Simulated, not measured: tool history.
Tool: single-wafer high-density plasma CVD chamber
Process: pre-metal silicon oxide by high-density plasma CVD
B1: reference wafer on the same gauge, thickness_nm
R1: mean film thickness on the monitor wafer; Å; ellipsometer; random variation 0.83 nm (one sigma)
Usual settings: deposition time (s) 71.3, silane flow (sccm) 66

{"run": 1, "hour": 0.0, "deposition time (s)": 71.3, "silane flow (sccm)": 69, "B1": 462.811, "R1": 4673.98}
{"run": 2, "hour": 18.2, "deposition time (s)": 71.3, "silane flow (sccm)": 69, "B1": 463.067, "R1": 4665.55}
{"run": 3, "hour": 36.9, "deposition time (s)": 64.6, "silane flow (sccm)": 66, "B1": 463.013, "R1": 4081.82}
{"run": 4, "hour": 71.4, "deposition time (s)": 64.6, "silane flow (sccm)": 66, "B1": 463.425, "R1": 4092.18}
{"run": 5, "hour": 104.0, "deposition time (s)": 71.3, "silane flow (sccm)": 66, "B1": 462.854, "R1": 4491.18}
{"run": 6, "hour": 133.4, "deposition time (s)": 71.3, "silane flow (sccm)": 66, "B1": 462.982, "R1": 4503.82}
{"run": 7, "hour": 149.4, "deposition time (s)": 71.3, "silane flow (sccm)": 66, "B1": 462.956, "R1": 4495.97}
{"run": 8, "hour": 180.8, "deposition time (s)": 71.3, "silane flow (sccm)": 66, "B1": 462.775, "R1": 4501.02}
{"run": 9, "hour": 214.9, "deposition time (s)": 71.3, "silane flow (sccm)": 66, "B1": 463.16, "R1": 4502.67}
{"run": 10, "hour": 233.6, "deposition time (s)": 71.3, "silane flow (sccm)": 66, "B1": 463.141, "R1": 4487.99}
{"run": 11, "hour": 255.9, "deposition time (s)": 71.3, "silane flow (sccm)": 66, "B1": 462.974, "R1": 4498.63}
{"run": 12, "hour": 286.0, "deposition time (s)": 77.6, "silane flow (sccm)": 69, "B1": 463.057, "R1": 5058.53}
{"run": 13, "hour": 299.0, "deposition time (s)": 77.6, "silane flow (sccm)": 69, "B1": 463.183, "R1": 5028.6}
{"run": 14, "hour": 323.2, "deposition time (s)": 77.6, "silane flow (sccm)": 69, "B1": 463.261, "R1": 5034.76}
{"run": 15, "hour": 346.4, "deposition time (s)": 64.4, "silane flow (sccm)": 78, "B1": 462.722, "R1": 4614.39}
{"run": 16, "hour": 377.9, "deposition time (s)": 79.3, "silane flow (sccm)": 77, "B1": 463.267, "R1": 5617.56}

Run 17 comes next. What will it give?
{"hour": 386.7, "done": "silane flow controller replaced"}
{"run": 17, "hour": 394.7, "deposition time (s)": 71.3, "silane flow (sccm)": 70, "B1": "?", "R1": "?"}

Run 17 gave B1 463.081, R1 4994.27 Å.
Without the tool's hidden state the same run would have given R1 5003.67 Å.
